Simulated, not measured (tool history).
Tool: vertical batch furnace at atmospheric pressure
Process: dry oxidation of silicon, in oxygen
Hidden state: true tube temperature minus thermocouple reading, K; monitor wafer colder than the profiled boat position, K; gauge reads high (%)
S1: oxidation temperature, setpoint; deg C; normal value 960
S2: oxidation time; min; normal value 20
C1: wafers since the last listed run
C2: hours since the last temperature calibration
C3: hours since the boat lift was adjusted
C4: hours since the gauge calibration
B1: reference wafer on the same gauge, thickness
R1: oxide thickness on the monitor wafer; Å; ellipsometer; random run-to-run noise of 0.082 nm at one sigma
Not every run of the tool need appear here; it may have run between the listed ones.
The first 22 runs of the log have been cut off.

run	hour	S1	S2	C1	C2	C3	C4	B1	R1
23	1194.9	977	10.5	1077	596.6	683.2	571.6	26.81	212.2
24	1253.7	960	27	1197	655.4	742	630.4	26.82	309.6
25	1292.8	960	20	796	694.5	781.1	669.5	26.81	265.7
26	1320.8	972	15	570	722.5	809.1	697.5	26.79	246.1
27	1365.1	940	28.5	902	766.8	853.4	741.8	26.8	279.9
28	1415.9	976	16.5	1034	817.6	904.2	792.6	26.81	264.9
29	1473.4	984	11.5	1171	875.1	961.7	850.1	26.81	230.8
30	1505.9	939	28	661	907.6	994.2	882.6	26.77	273.8
31	1551.8	960	29.5	934	953.5	1040.1	928.5	26.79	324.4
32	1606.6	945	20	1116	1008.3	1094.9	983.3	26.8	240.7
33	1660.6	943	20	1099	1062.3	1148.9	1037.3	26.81	236.3
34	1701	960	14	822	1102.7	1189.3	1077.7	26.78	220.5
35	1768.9	960	20	1382	1170.6	1257.2	1145.6	26.81	263.5
36	1805.3	976	25.5	741	1207	1293.6	1182	26.81	335.2
37	1875.7	960	26.5	1433	1277.4	1364	1252.4	26.8	309.8
38	1908.2	960	13.5	661	1309.9	1396.5	1284.9	26.78	218.3

What if the next run were any one of these 5? Each begins from the tool's condition after run 38:
A	1911.9	960	16	75	1313.6	1400.2	1288.6	?	?
B	1911.9	977	27.5	75	1313.6	1400.2	1288.6	?	?
C	1911.9	936	10	75	1313.6	1400.2	1288.6	?	?
D	1911.9	973	20	75	1313.6	1400.2	1288.6	?	?
E	1911.9	975	16.5	75	1313.6	1400.2	1288.6	?	?

run	B1	R1
A	26.81	236.6
B	26.81	353.2
C	26.81	168.4
D	26.81	287.9
E	26.81	263.3
Without the tool's hidden state the same runs would have given:
run	R1
A	236.7
B	353.4
C	168.5
D	288.1
E	263.4
